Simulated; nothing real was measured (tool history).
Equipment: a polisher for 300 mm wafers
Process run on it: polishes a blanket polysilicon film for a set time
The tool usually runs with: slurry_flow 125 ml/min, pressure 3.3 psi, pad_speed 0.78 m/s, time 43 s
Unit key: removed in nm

| run | hour | slurry_flow | pressure | pad_speed | time | incoming thickness of the incoming film, nm | removed |
|---|---|---|---|---|---|---|---|
| 1 | 0.0 | 90 | 3.3 | 0.78 | 43 | 2033.9 | 235.5 |
| 2 | 82.5 | 125 | 3.3 | 0.78 | 43 | 1999.3 | 255.4 |
| 3 | 173.1 | 125 | 3.0 | 0.78 | 43 | 2027.6 | 234.8 |
| 4 | 273.7 | 125 | 3.0 | 0.78 | 43 | 2021.0 | 235.9 |
| 5 | 310.7 | 125 | 3.3 | 0.78 | 43 | 2003.1 | 249.5 |
|  | 334.0 | worn pad replaced by a new one |
|  | 473.8 | slurry nozzle cleaned |
|  | 487.5 | head pressure recalibrated |
| 6 | 571.5 | 125 | 3.3 | 0.78 | 43 | 2045.1 | 277.5 |
| 7 | 663.8 | 125 | 3.3 | 0.78 | 43 | 2028.5 | 269.6 |
| 8 | 882.8 | 125 | 3.3 | 0.78 | 50 | 2018.6 | 307.9 |
| 9 | 969.3 | 125 | 3.3 | 0.78 | 50 | 2025.8 | 310.3 |
| 10 | 1037.3 | 125 | 3.3 | 0.78 | 50 | 2029.5 | 304.5 |
|  | 1066.1 | worn pad replaced by a new one |
| 11 | 1113.7 | 105 | 3.3 | 0.78 | 43 | 2011.4 | 272.8 |
| 12 | 1163.6 | 125 | 3.3 | 0.78 | 43 | 2027.5 | 284.5 |
| 13 | 1210.9 | 125 | 3.3 | 0.78 | 43 | 2008.9 | 281.2 |
|  | 1275.4 | slurry nozzle cleaned |
| 14 | 1286.7 | 125 | 3.3 | 1.00 | 43 | 2027.4 | 324.9 |
| 15 | 1388.7 | 145 | 3.3 | 0.78 | 43 | 2022.0 | 273.2 |
| 16 | 1436.1 | 125 | 3.3 | 0.54 | 43 | 2043.7 | 208.2 |
| 17 | 1487.8 | 125 | 3.3 | 0.78 | 43 | 2049.2 | 267.2 |
| 18 | 1549.3 | 125 | 3.3 | 1.06 | 43 | 2030.1 | 327.0 |
| 19 | 1585.7 | 125 | 3.3 | 0.78 | 43 | 2049.4 | 262.7 |
| 20 | 1621.9 | 140 | 3.3 | 0.78 | 43 | 2040.7 | 266.3 |
| 21 | 1673.9 | 125 | 3.3 | 0.78 | 43 | 2023.2 | 259.1 |
| 22 | 1773.1 | 125 | 3.3 | 0.88 | 43 | 2020.3 | 279.2 |
|  | 1846.9 | head pressure recalibrated |
| 23 | 1869.0 | 165 | 3.3 | 0.98 | 43 | 1999.6 | 340.8 |
|  | 1936.3 | worn pad replaced by a new one |
| 24 | 1949.0 | 145 | 3.3 | 0.86 | 57 | 2006.6 | 441.9 |
| 25 | 2010.1 | 125 | 3.3 | 0.78 | 43 | 2038.3 | 295.6 |
|  | 2042.6 | slurry nozzle cleaned |
| 26 | 2077.0 | 95 | 3.3 | 0.78 | 43 | 2012.1 | 259.8 |
| 27 | 2184.7 | 125 | 4.1 | 0.78 | 43 | 1979.3 | 335.2 |
| 28 | 2243.0 | 155 | 3.3 | 0.94 | 43 | 2035.8 | 323.5 |
| 29 | 2294.8 | 125 | 3.3 | 0.78 | 57 | 2011.3 | 361.2 |
| 30 | 2344.9 | 90 | 3.3 | 0.50 | 33 | 2020.8 | 141.5 |
| 31 | 2381.8 | 145 | 2.9 | 0.78 | 35 | 2049.0 | 201.1 |
| 32 | 2466.6 | 90 | 4.1 | 0.98 | 58 | 2065.9 | 460.5 |
| 33 | 2638.3 | 165 | 3.3 | 0.98 | 43 | 2054.3 | 316.2 |
| 34 | 2693.0 | 150 | 3.3 | 0.78 | 33 | 2013.0 | 207.4 |
|  | 2704.8 | slurry nozzle cleaned |
| 35 | 2730.4 | 145 | 3.9 | 0.68 | 43 | 2027.2 | 279.0 |
|  | 2810.0 | worn pad replaced by a new one |
| 36 | 2835.9 | 100 | 3.3 | 0.78 | 34 | 2053.2 | 216.4 |

Below are 5 alternative next runs, each starting from the tool's condition after run 36. Predict each:
| A | 2836.3 | 125 | 2.9 | 0.78 | 43 | 2020.0 | ? |
| B | 2836.3 | 125 | 3.0 | 0.70 | 43 | 2020.0 | ? |
| C | 2836.3 | 95 | 3.3 | 0.78 | 33 | 2020.0 | ? |
| D | 2836.3 | 90 | 4.4 | 0.78 | 53 | 2020.0 | ? |
| E | 2836.3 | 105 | 3.3 | 0.78 | 34 | 2020.0 | ? |

| run | removed |
|---|---|
| A | 259.9 |
| B | 248.2 |
| C | 206.0 |
| D | 413.4 |
| E | 218.4 |
With the hidden condition removed and each run's random variation left untouched, the same runs would have given:
| run | removed |
|---|---|
| A | 276.3 |
| B | 263.9 |
| C | 218.9 |
| D | 439.4 |
| E | 232.1 |
